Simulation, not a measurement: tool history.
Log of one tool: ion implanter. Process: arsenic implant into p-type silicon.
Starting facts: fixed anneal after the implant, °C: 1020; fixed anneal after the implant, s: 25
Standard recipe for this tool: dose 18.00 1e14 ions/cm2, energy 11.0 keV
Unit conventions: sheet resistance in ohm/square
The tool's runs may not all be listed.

run	hour	dose	energy	wafers since the last listed run	hours since the last dose calibration	hours since the extraction supply was calibrated	hours since the gauge calibration	read-back reference wafer on the same gauge, sheet resistance	sheet resistance
1	0.0	18.00	11.0	0	688.0	1759.6	1007.7	114.95	104.65
2	76.5	18.00	11.0	1244	764.5	1836.1	1084.2	115.04	104.75
3	122.3	18.00	11.0	745	810.3	1881.9	1130.0	115.04	105.59
4	161.8	18.00	11.0	642	849.8	1921.4	1169.5	114.96	105.19
5	341.1	18.00	11.0	2917	1029.1	2100.7	1348.8	114.96	104.81
6	438.6	18.00	8.0	1586	1126.6	2198.2	1446.3	115.00	108.45
# hour 476.9: gauge calibrated
# hour 483.7: extraction supply calibrated
7	573.5	18.00	8.0	2064	1261.5	89.8	96.6	115.02	107.78
8	678.0	18.00	8.0	1700	1366.0	194.3	201.1	115.01	107.87
9	763.9	18.00	11.0	1397	1451.9	280.2	287.0	115.03	104.46
# hour 825.5: Faraday cup replaced and dose calibrated
10	830.3	16.50	9.5	950	4.8	346.6	353.4	115.03	110.43
11	917.7	15.65	9.5	1422	92.2	434.0	440.8	115.00	112.19
12	1020.5	18.00	11.0	1672	195.0	536.8	543.6	115.00	106.34
13	1069.9	13.73	9.0	803	244.4	586.2	593.0	114.97	117.39
14	1323.5	19.90	10.0	4126	498.0	839.8	846.6	115.01	104.45
15	1393.6	19.44	8.5	1140	568.1	909.9	916.7	114.98	106.52
16	1433.2	18.00	12.5	644	607.7	949.5	956.3	114.99	103.87
17	1470.5	20.70	12.0	606	645.0	986.8	993.6	114.95	101.40

Each row is a separate what-if for the run after 17, all from the same tool condition, not one after another. Results?
A	1470.9	21.82	11.0	6	645.4	987.2	994.0	?	?
B	1470.9	22.11	13.5	6	645.4	987.2	994.0	?	?
C	1470.9	14.25	8.5	6	645.4	987.2	994.0	?	?
D	1470.9	18.00	9.5	6	645.4	987.2	994.0	?	?
E	1470.9	22.14	9.5	6	645.4	987.2	994.0	?	?

run	read-back reference wafer on the same gauge, sheet resistance	sheet resistance
A	115.02	100.99
B	115.02	97.91
C	115.02	115.78
D	115.02	107.00
E	115.02	102.32
Without the tool's unlogged condition, the same runs would have read:
run	sheet resistance
A	101.11
B	98.03
C	116.04
D	107.17
E	102.44
